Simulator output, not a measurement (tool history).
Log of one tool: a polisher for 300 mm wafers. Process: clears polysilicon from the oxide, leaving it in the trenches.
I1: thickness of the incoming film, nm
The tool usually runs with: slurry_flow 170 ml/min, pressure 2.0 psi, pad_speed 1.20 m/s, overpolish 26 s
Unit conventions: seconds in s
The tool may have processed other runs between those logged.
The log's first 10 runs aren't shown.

{"run": 11, "hour": 120.4, "slurry_flow": 170, "pressure": 2.4, "pad_speed": 0.88, "overpolish": 26, "I1": 622.9, "seconds": 67.0}
{"run": 12, "hour": 128.2, "slurry_flow": 170, "pressure": 2.0, "pad_speed": 1.2, "overpolish": 26, "I1": 640.4, "seconds": 63.1}
{"run": 13, "hour": 135.5, "slurry_flow": 170, "pressure": 2.0, "pad_speed": 1.4, "overpolish": 26, "I1": 616.8, "seconds": 52.0}
{"run": 14, "hour": 153.5, "slurry_flow": 205, "pressure": 2.0, "pad_speed": 0.94, "overpolish": 18, "I1": 631.9, "seconds": 78.3}
{"hour": 184.8, "done": "worn pad replaced by a new one"}
{"run": 15, "hour": 200.9, "slurry_flow": 115, "pressure": 2.0, "pad_speed": 0.8, "overpolish": 19, "I1": 639.7, "seconds": 98.9}
{"run": 16, "hour": 208.4, "slurry_flow": 195, "pressure": 2.0, "pad_speed": 1.2, "overpolish": 26, "I1": 641.6, "seconds": 60.4}
{"run": 17, "hour": 224.6, "slurry_flow": 170, "pressure": 2.0, "pad_speed": 1.42, "overpolish": 26, "I1": 625.8, "seconds": 49.8}
{"run": 18, "hour": 236.5, "slurry_flow": 170, "pressure": 2.0, "pad_speed": 1.4, "overpolish": 26, "I1": 624.3, "seconds": 51.5}
{"run": 19, "hour": 244.3, "slurry_flow": 200, "pressure": 2.0, "pad_speed": 0.96, "overpolish": 26, "I1": 631.6, "seconds": 73.7}
{"run": 20, "hour": 252.6, "slurry_flow": 185, "pressure": 2.3, "pad_speed": 1.0, "overpolish": 26, "I1": 630.6, "seconds": 62.4}
{"run": 21, "hour": 263.3, "slurry_flow": 200, "pressure": 2.0, "pad_speed": 1.2, "overpolish": 26, "I1": 641.4, "seconds": 61.1}
{"run": 22, "hour": 279.4, "slurry_flow": 150, "pressure": 1.7, "pad_speed": 1.48, "overpolish": 39, "I1": 623.7, "seconds": 61.9}
{"run": 23, "hour": 292.1, "slurry_flow": 170, "pressure": 2.0, "pad_speed": 1.2, "overpolish": 14, "I1": 629.9, "seconds": 63.7}
{"run": 24, "hour": 303.9, "slurry_flow": 145, "pressure": 1.4, "pad_speed": 0.88, "overpolish": 19, "I1": 635.3, "seconds": 134.3}
{"run": 25, "hour": 311.4, "slurry_flow": 170, "pressure": 2.0, "pad_speed": 1.2, "overpolish": 26, "I1": 625.4, "seconds": 63.3}
{"hour": 317.5, "done": "worn pad replaced by a new one"}
{"run": 26, "hour": 324.5, "slurry_flow": 170, "pressure": 2.0, "pad_speed": 1.2, "overpolish": 26, "I1": 636.9, "seconds": 63.9}
{"run": 27, "hour": 338.5, "slurry_flow": 170, "pressure": 2.0, "pad_speed": 1.08, "overpolish": 33, "I1": 633.1, "seconds": 68.6}
{"run": 28, "hour": 348.9, "slurry_flow": 170, "pressure": 2.0, "pad_speed": 1.2, "overpolish": 26, "I1": 630.8, "seconds": 62.2}
{"run": 29, "hour": 362.2, "slurry_flow": 195, "pressure": 2.3, "pad_speed": 1.6, "overpolish": 21, "I1": 625.0, "seconds": 40.1}
{"run": 30, "hour": 378.0, "slurry_flow": 170, "pressure": 2.6, "pad_speed": 1.58, "overpolish": 30, "I1": 624.8, "seconds": 36.9}
{"run": 31, "hour": 390.9, "slurry_flow": 170, "pressure": 2.0, "pad_speed": 1.32, "overpolish": 34, "I1": 622.4, "seconds": 57.6}
{"run": 32, "hour": 406.7, "slurry_flow": 230, "pressure": 2.4, "pad_speed": 1.2, "overpolish": 26, "I1": 625.9, "seconds": 48.8}
{"run": 33, "hour": 422.1, "slurry_flow": 170, "pressure": 2.0, "pad_speed": 1.2, "overpolish": 35, "I1": 627.3, "seconds": 67.2}
{"run": 34, "hour": 431.0, "slurry_flow": 200, "pressure": 2.0, "pad_speed": 0.96, "overpolish": 26, "I1": 631.4, "seconds": 80.4}

Alternative continuations, all from the tool just after run 34; predict every row:
{"run": "A", "hour": 431.5, "slurry_flow": 170, "pressure": 2.0, "pad_speed": 1.46, "overpolish": 26, "I1": 634.8, "seconds": "?"}
{"run": "B", "hour": 431.5, "slurry_flow": 170, "pressure": 1.4, "pad_speed": 0.86, "overpolish": 20, "I1": 634.8, "seconds": "?"}
{"run": "C", "hour": 431.5, "slurry_flow": 195, "pressure": 2.2, "pad_speed": 1.4, "overpolish": 13, "I1": 634.8, "seconds": "?"}
{"run": "D", "hour": 431.5, "slurry_flow": 170, "pressure": 2.5, "pad_speed": 1.0, "overpolish": 31, "I1": 634.8, "seconds": "?"}
{"run": "E", "hour": 431.5, "slurry_flow": 230, "pressure": 2.2, "pad_speed": 0.9, "overpolish": 18, "I1": 634.8, "seconds": "?"}

run=A seconds=55.7
run=B seconds=135.2
run=C seconds=51.1
run=D seconds=65.1
run=E seconds=76.9
With the hidden condition removed and each run's random variation left untouched, the same runs would have given:
run=A seconds=46.9
run=B seconds=113.8
run=C seconds=43.5
run=D seconds=54.8
run=E seconds=66.3

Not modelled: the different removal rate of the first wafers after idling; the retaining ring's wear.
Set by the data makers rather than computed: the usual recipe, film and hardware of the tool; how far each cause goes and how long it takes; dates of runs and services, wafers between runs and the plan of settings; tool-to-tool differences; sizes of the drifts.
